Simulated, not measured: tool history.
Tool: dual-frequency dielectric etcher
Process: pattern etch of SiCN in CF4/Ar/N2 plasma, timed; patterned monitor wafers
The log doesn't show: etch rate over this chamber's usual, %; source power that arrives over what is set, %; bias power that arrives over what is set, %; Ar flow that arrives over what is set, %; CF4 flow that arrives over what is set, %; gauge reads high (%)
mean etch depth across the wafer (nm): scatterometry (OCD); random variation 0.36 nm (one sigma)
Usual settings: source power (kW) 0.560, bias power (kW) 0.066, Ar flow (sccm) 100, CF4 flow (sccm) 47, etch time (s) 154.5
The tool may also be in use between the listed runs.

| run | hour | source power (kW) | bias power (kW) | Ar flow (sccm) | CF4 flow (sccm) | etch time (s) | wafers since the last listed run | hours since the last wet clean | hours since the last source power generator calibration | hours since the last bias power generator calibration | hours since the last Ar flow controller change | hours since the last CF4 flow controller change | hours since the last upper electrode change | hours since the gauge calibration | read-back reference wafer on the same gauge, depth_nm | mean etch depth across the wafer (nm) |
|---|---|---|---|---|---|---|---|---|---|---|---|---|---|---|---|---|
| 1 | 0.0 | 0.560 | 0.066 | 100 | 53 | 154.5 | 0 | 284.0 | 3699.7 | 2535.6 | 1797.6 | 3355.3 | 3541.8 | 336.2 | 156.0 | 142.1 |
| 2 | 62.9 | 0.560 | 0.066 | 100 | 53 | 154.5 | 359 | 346.9 | 3762.6 | 2598.5 | 1860.5 | 3418.2 | 3604.7 | 399.1 | 156.1 | 143.0 |
| 3 | 143.2 | 0.560 | 0.066 | 100 | 47 | 185.0 | 459 | 427.2 | 3842.9 | 2678.8 | 1940.8 | 3498.5 | 3685.0 | 479.4 | 156.0 | 166.8 |
|  | 181.1 | wet clean of the chamber |
| 4 | 235.5 | 0.560 | 0.066 | 100 | 47 | 185.0 | 390 | 54.4 | 3935.2 | 2771.1 | 2033.1 | 3590.8 | 3777.3 | 571.7 | 156.0 | 167.3 |
| 5 | 275.6 | 0.560 | 0.066 | 100 | 47 | 154.5 | 229 | 94.5 | 3975.3 | 2811.2 | 2073.2 | 3630.9 | 3817.4 | 611.8 | 156.1 | 139.2 |
| 6 | 372.5 | 0.560 | 0.066 | 100 | 47 | 154.5 | 553 | 191.4 | 4072.2 | 2908.1 | 2170.1 | 3727.8 | 3914.3 | 708.7 | 155.9 | 139.3 |
| 7 | 441.3 | 0.560 | 0.066 | 100 | 47 | 154.5 | 393 | 260.2 | 4141.0 | 2976.9 | 2238.9 | 3796.6 | 3983.1 | 777.5 | 156.0 | 139.3 |
| 8 | 536.5 | 0.560 | 0.066 | 100 | 47 | 154.5 | 544 | 355.4 | 4236.2 | 3072.1 | 2334.1 | 3891.8 | 4078.3 | 872.7 | 156.0 | 140.3 |
|  | 579.0 | bias power generator calibrated |
|  | 583.6 | CF4 flow controller replaced |
|  | 585.3 | gauge calibrated |
| 9 | 587.1 | 0.560 | 0.066 | 100 | 47 | 154.5 | 240 | 406.0 | 4286.8 | 8.1 | 2384.7 | 3.5 | 4128.9 | 1.8 | 155.9 | 141.1 |
|  | 654.8 | source power generator calibrated |
| 10 | 674.3 | 0.560 | 0.066 | 100 | 54 | 154.5 | 475 | 493.2 | 19.5 | 95.3 | 2471.9 | 90.7 | 4216.1 | 89.0 | 156.0 | 138.7 |
|  | 712.0 | Ar flow controller replaced |
|  | 731.9 | wet clean of the chamber |
| 11 | 732.4 | 0.560 | 0.066 | 100 | 47 | 154.5 | 184 | 0.5 | 77.6 | 153.4 | 20.4 | 148.8 | 4274.2 | 147.1 | 156.1 | 131.3 |
| 12 | 779.4 | 0.560 | 0.070 | 100 | 51 | 137.5 | 268 | 47.5 | 124.6 | 200.4 | 67.4 | 195.8 | 4321.2 | 194.1 | 155.9 | 123.1 |
| 13 | 861.8 | 0.560 | 0.066 | 100 | 47 | 154.5 | 471 | 129.9 | 207.0 | 282.8 | 149.8 | 278.2 | 4403.6 | 276.5 | 155.9 | 131.3 |
| 14 | 969.0 | 0.560 | 0.066 | 85 | 47 | 154.5 | 612 | 237.1 | 314.2 | 390.0 | 257.0 | 385.4 | 4510.8 | 383.7 | 156.0 | 135.8 |
| 15 | 1019.5 | 0.560 | 0.066 | 100 | 47 | 154.5 | 288 | 287.6 | 364.7 | 440.5 | 307.5 | 435.9 | 4561.3 | 434.2 | 156.1 | 132.7 |
| 16 | 1087.2 | 0.560 | 0.066 | 100 | 47 | 154.5 | 387 | 355.3 | 432.4 | 508.2 | 375.2 | 503.6 | 4629.0 | 501.9 | 156.2 | 132.8 |
| 17 | 1140.1 | 0.560 | 0.082 | 100 | 47 | 184.0 | 302 | 408.2 | 485.3 | 561.1 | 428.1 | 556.5 | 4681.9 | 554.8 | 156.0 | 177.8 |
| 18 | 1194.8 | 0.490 | 0.077 | 80 | 47 | 170.0 | 312 | 462.9 | 540.0 | 615.8 | 482.8 | 611.2 | 4736.6 | 609.5 | 156.1 | 143.1 |
|  | 1253.2 | wet clean of the chamber |
| 19 | 1281.0 | 0.560 | 0.062 | 88 | 47 | 154.5 | 355 | 27.8 | 626.2 | 702.0 | 569.0 | 697.4 | 4822.8 | 695.7 | 156.0 | 130.6 |
|  | 1314.8 | upper electrode replaced |
| 20 | 1317.7 | 0.480 | 0.066 | 100 | 47 | 154.5 | 72 | 64.5 | 662.9 | 738.7 | 605.7 | 734.1 | 2.9 | 732.4 | 156.0 | 113.0 |
| 21 | 1394.8 | 0.560 | 0.057 | 100 | 41 | 154.5 | 440 | 141.6 | 740.0 | 815.8 | 682.8 | 811.2 | 80.0 | 809.5 | 156.0 | 116.6 |
|  | 1602.4 | gauge calibrated |
| 22 | 1652.4 | 0.560 | 0.066 | 100 | 47 | 185.0 | 1472 | 399.2 | 997.6 | 1073.4 | 940.4 | 1068.8 | 337.6 | 50.0 | 156.0 | 159.8 |

Forecast each of these 3 alternatives for the next run:
| A | 1652.9 | 0.560 | 0.066 | 100 | 47 | 154.5 | 2 | 399.7 | 998.1 | 1073.9 | 940.9 | 1069.3 | 338.1 | 50.5 | ? | ? |
| B | 1652.9 | 0.430 | 0.066 | 100 | 47 | 154.5 | 2 | 399.7 | 998.1 | 1073.9 | 940.9 | 1069.3 | 338.1 | 50.5 | ? | ? |
| C | 1652.9 | 0.560 | 0.060 | 100 | 47 | 154.5 | 2 | 399.7 | 998.1 | 1073.9 | 940.9 | 1069.3 | 338.1 | 50.5 | ? | ? |

| run | read-back reference wafer on the same gauge, depth_nm | mean etch depth across the wafer (nm) |
|---|---|---|
| A | 156.1 | 133.5 |
| B | 156.1 | 101.2 |
| C | 156.1 | 126.4 |
Without the tool's hidden state the same runs would have given:
| run | mean etch depth across the wafer (nm) |
|---|---|
| A | 132.7 |
| B | 100.6 |
| C | 125.5 |
